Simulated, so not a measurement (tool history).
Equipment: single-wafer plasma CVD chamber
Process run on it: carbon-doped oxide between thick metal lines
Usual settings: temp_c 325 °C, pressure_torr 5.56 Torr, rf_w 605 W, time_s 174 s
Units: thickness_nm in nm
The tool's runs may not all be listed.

run,hour,temp_c,pressure_torr,rf_w,time_s,"read-back reference wafer on the same gauge, thickness_nm",thickness_nm
1,0,325,5.56,605,174,1139.91,1015.954
2,90.2,316,5.56,605,174,1140.496,1047.909
3,131.9,316,5.56,605,174,1141.891,1050.687
4,329.9,325,4.7,605,174,1139.437,982.832
5,430.3,325,4.7,605,174,1138.985,984.378
6,484.8,325,4.7,605,174,1140.411,978.523
# hour 533.4: showerhead replaced
# hour 534.6: thermocouple changed; heater temperature recalibrated
7,573.1,331,5.56,605,190,1139.711,1081.389
8,612,331,5.56,605,190,1141.623,1083.122
9,691.1,331,5.56,605,190,1141.232,1091.479
10,744.1,325,5.56,695,174,1141.07,1149.756
11,809.5,321,6.33,500,174,1139.914,851.204
12,873.9,325,5.56,605,174,1140.323,1018.606
13,950.5,325,5.56,605,174,1140.62,1010.308
14,1002.6,315,4.51,715,191,1141.176,1298.219
15,1106,315,5.56,605,163,1139.364,988.238

What does the tool deliver on the next run?
# hour 1139.3: RF generator calibrated
# hour 1152: capacitance manometer re-zeroed and calibrated
16,1152.5,319,4.25,605,152,?,?

read-back reference wafer on the same gauge, thickness_nm: 1138.619
thickness_nm: 867.416 nm
On a tool with no hidden condition, and with the same random variation, this run would have come out at thickness_nm 867.416 nm.

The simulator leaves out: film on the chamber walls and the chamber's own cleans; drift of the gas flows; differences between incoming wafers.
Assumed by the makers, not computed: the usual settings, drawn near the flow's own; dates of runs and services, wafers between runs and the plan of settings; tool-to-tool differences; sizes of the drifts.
